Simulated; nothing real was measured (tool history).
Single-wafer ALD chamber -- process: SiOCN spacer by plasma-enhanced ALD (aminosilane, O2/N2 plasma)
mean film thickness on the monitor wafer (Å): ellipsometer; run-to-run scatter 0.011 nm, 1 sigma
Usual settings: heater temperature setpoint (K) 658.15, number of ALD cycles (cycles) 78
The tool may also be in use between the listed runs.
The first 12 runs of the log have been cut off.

| run | hour | heater temperature setpoint (K) | number of ALD cycles (cycles) | wafers since the last listed run | hours since the last thermocouple change | hours since the gauge calibration | read-back reference wafer on the same gauge, thickness_nm | mean film thickness on the monitor wafer (Å) |
|---|---|---|---|---|---|---|---|---|
| 13 | 344.2 | 658.15 | 84 | 100 | 2149.6 | 373.8 | 5.227 | 48.75 |
| 14 | 379.5 | 658.15 | 84 | 99 | 2184.9 | 409.1 | 5.22 | 48.57 |
| 15 | 395 | 658.15 | 78 | 43 | 2200.4 | 424.6 | 5.217 | 45.21 |
| 16 | 424 | 658.15 | 78 | 82 | 2229.4 | 453.6 | 5.211 | 45.04 |
| 17 | 447.4 | 658.15 | 78 | 66 | 2252.8 | 477 | 5.208 | 45.01 |
| 18 | 475.7 | 658.15 | 78 | 80 | 2281.1 | 505.3 | 5.2 | 45.21 |
|  | 492.9 | gauge calibrated |
|  | 500.8 | thermocouple changed; heater temperature recalibrated |
| 19 | 505.1 | 667.15 | 65 | 60 | 4.3 | 12.2 | 5.319 | 38.18 |
| 20 | 534.9 | 650.15 | 90 | 84 | 34.1 | 42 | 5.304 | 52.97 |
| 21 | 567.5 | 643.15 | 93 | 92 | 66.7 | 74.6 | 5.293 | 54.34 |
| 22 | 586.6 | 662.15 | 73 | 54 | 85.8 | 93.7 | 5.301 | 42.81 |
| 23 | 599.5 | 672.15 | 73 | 36 | 98.7 | 106.6 | 5.291 | 42.71 |
| 24 | 625.1 | 664.15 | 92 | 72 | 124.3 | 132.2 | 5.284 | 53.9 |
| 25 | 638.3 | 644.15 | 63 | 37 | 137.5 | 145.4 | 5.284 | 36.96 |
| 26 | 655.2 | 651.15 | 73 | 47 | 154.4 | 162.3 | 5.276 | 42.86 |
| 27 | 742.2 | 658.15 | 90 | 246 | 241.4 | 249.3 | 5.259 | 52.43 |
| 28 | 773.4 | 644.15 | 63 | 88 | 272.6 | 280.5 | 5.259 | 36.93 |
| 29 | 786.7 | 672.15 | 86 | 37 | 285.9 | 293.8 | 5.248 | 49.72 |
| 30 | 812.5 | 658.15 | 84 | 73 | 311.7 | 319.6 | 5.243 | 48.82 |
| 31 | 841.1 | 649.15 | 84 | 80 | 340.3 | 348.2 | 5.235 | 48.89 |
| 32 | 854.1 | 653.15 | 88 | 36 | 353.3 | 361.2 | 5.234 | 51 |
| 33 | 870.5 | 658.15 | 78 | 46 | 369.7 | 377.6 | 5.235 | 45.31 |
| 34 | 883.6 | 645.15 | 82 | 37 | 382.8 | 390.7 | 5.232 | 47.64 |
| 35 | 907.6 | 658.15 | 78 | 67 | 406.8 | 414.7 | 5.223 | 45.26 |

Forecast each of these 3 alternatives for the next run:
| A | 908.2 | 658.15 | 78 | 1 | 407.4 | 415.3 | ? | ? |
| B | 908.2 | 653.15 | 85 | 1 | 407.4 | 415.3 | ? | ? |
| C | 908.2 | 670.15 | 78 | 1 | 407.4 | 415.3 | ? | ? |

| run | read-back reference wafer on the same gauge, thickness_nm | mean film thickness on the monitor wafer (Å) |
|---|---|---|
| A | 5.221 | 45.21 |
| B | 5.221 | 49.27 |
| C | 5.221 | 45.21 |
With no hidden state in the tool, these same runs would have given:
| run | mean film thickness on the monitor wafer (Å) |
|---|---|
| A | 45.95 |
| B | 50.08 |
| C | 45.95 |
